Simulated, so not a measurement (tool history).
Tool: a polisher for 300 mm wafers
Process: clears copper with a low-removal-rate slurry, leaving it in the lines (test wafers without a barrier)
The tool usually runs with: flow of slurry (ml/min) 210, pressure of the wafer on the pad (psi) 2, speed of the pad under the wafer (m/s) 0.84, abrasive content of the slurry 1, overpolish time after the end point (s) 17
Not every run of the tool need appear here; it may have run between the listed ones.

run	day	flow of slurry (ml/min)	pressure of the wafer on the pad (psi)	speed of the pad under the wafer (m/s)	abrasive content of the slurry	overpolish time after the end point (s)	wafers since the last listed run	wafers polished on this pad	hours since the slurry nozzle was cleaned	hours since the head pressure was calibrated	hours since the slurry blender was calibrated	incoming thickness of the incoming film, nm	time until the end point was called (s)	dishing of a wide line in a test structure (Å)
1	0	210	2	0.84	1	17	0	102	218.9	747.9	145.3	195.3	118.7	196
2	0.667	210	2	0.84	1	17	148	251	234.9	763.9	161.3	195.6	120.6	182
3	1.204	210	2	0.84	1	17	119	370	247.8	776.8	174.2	193.3	123.4	184
4	1.854	165	2	0.84	1	17	144	515	263.4	792.4	189.8	194.3	132.3	171
# day 2.092: worn pad replaced by a new one
5	2.15	210	2	0.84	0.8	17	28	13	270.5	799.5	196.9	195.2	128	183
6	3.208	210	2	0.84	1	17	235	248	295.9	824.9	222.3	197.3	124.1	184
7	3.883	210	2	0.84	1	17	150	399	312.1	841.1	238.5	196	125.5	181
8	4.321	210	2.2	0.84	1	17	97	496	322.6	851.6	249	194.1	115.2	196
9	4.7	175	2	0.84	1	17	84	581	331.7	860.7	258.1	197.4	135.7	169
# day 5.008: slurry blender recalibrated
10	5.096	210	2	0.84	1	17	69	650	341.2	870.2	2.1	192.4	128.8	176
# day 5.283: worn pad replaced by a new one
11	5.429	210	2	0.84	1	17	37	32	349.2	878.2	10.1	197.3	117.3	189
# day 5.488: slurry nozzle cleaned
12	5.858	210	2	0.84	1	17	86	118	8.9	888.5	20.4	192.3	118.4	184
13	6.242	210	2	0.84	1	17	85	203	18.1	897.7	29.6	193.7	120.5	189
14	6.696	210	2	0.84	1	17	101	305	29	908.6	40.5	192.5	124.6	181
15	7.042	210	2	0.84	1	17	77	382	37.3	916.9	48.8	197	126	180
16	7.604	210	2	0.84	1	17	125	507	50.8	930.4	62.3	193.8	126.2	177
# day 8.029: head pressure recalibrated
17	8.05	210	2.5	0.84	1	17	80	588	61.5	0.5	73	197.5	106	223
# day 8.317: worn pad replaced by a new one
18	8.704	175	2.5	0.84	1.15	17	108	86	77.2	16.2	88.7	194.8	90.2	241
19	8.979	210	2	0.84	1	17	61	147	83.8	22.8	95.3	197.8	121.5	187
20	9.575	160	2	0.56	1.15	17	132	280	98.1	37.1	109.6	195.9	174.7	136
21	9.929	210	2	0.84	0.8	25	78	359	106.6	45.6	118.1	194	133.1	236
22	10.604	255	2	0.84	0.8	13	150	509	122.8	61.8	134.3	198.2	139.5	131
# day 11.425: worn pad replaced by a new one
23	11.446	160	2	0.56	1.15	17	150	5	143	82	154.5	193.5	164.8	140
24	11.746	210	2	0.96	1	17	66	71	150.2	89.2	161.7	192.9	105.3	211
25	12.35	150	2.4	0.84	1.1	9	134	206	164.7	103.7	176.2	198.7	105	118
26	12.679	210	1.3	0.84	1	27	73	279	172.6	111.6	184.1	194.9	189.9	191
27	14.346	210	2	0.84	1	12	371	650	212.6	151.6	224.1	196.5	130.8	127
# day 14.646: slurry blender recalibrated
# day 14.683: worn pad replaced by a new one
28	14.704	280	2.6	1.02	1	11	52	4	221.2	160.2	1.4	194.6	71.7	204

Below are 4 alternative next runs, each starting from the tool's condition after run 28. Predict each:
A	14.725	210	2	0.84	1	17	4	9	221.7	160.7	1.9	196	?	?
B	14.725	160	1.6	0.84	1.25	11	4	9	221.7	160.7	1.9	196	?	?
C	14.725	210	2.3	0.84	1	12	4	9	221.7	160.7	1.9	196	?	?
D	14.725	210	2	1.1	1	20	4	9	221.7	160.7	1.9	196	?	?

run	time until the end point was called (s)	dishing of a wide line in a test structure (Å)
A	115.3	193
B	139.4	107
C	100.2	159
D	90.6	277
Without the tool's unlogged condition, the same runs would have read:
run	time until the end point was called (s)	dishing of a wide line in a test structure (Å)
A	114.4	194
B	138.4	107
C	99.5	160
D	89.9	278
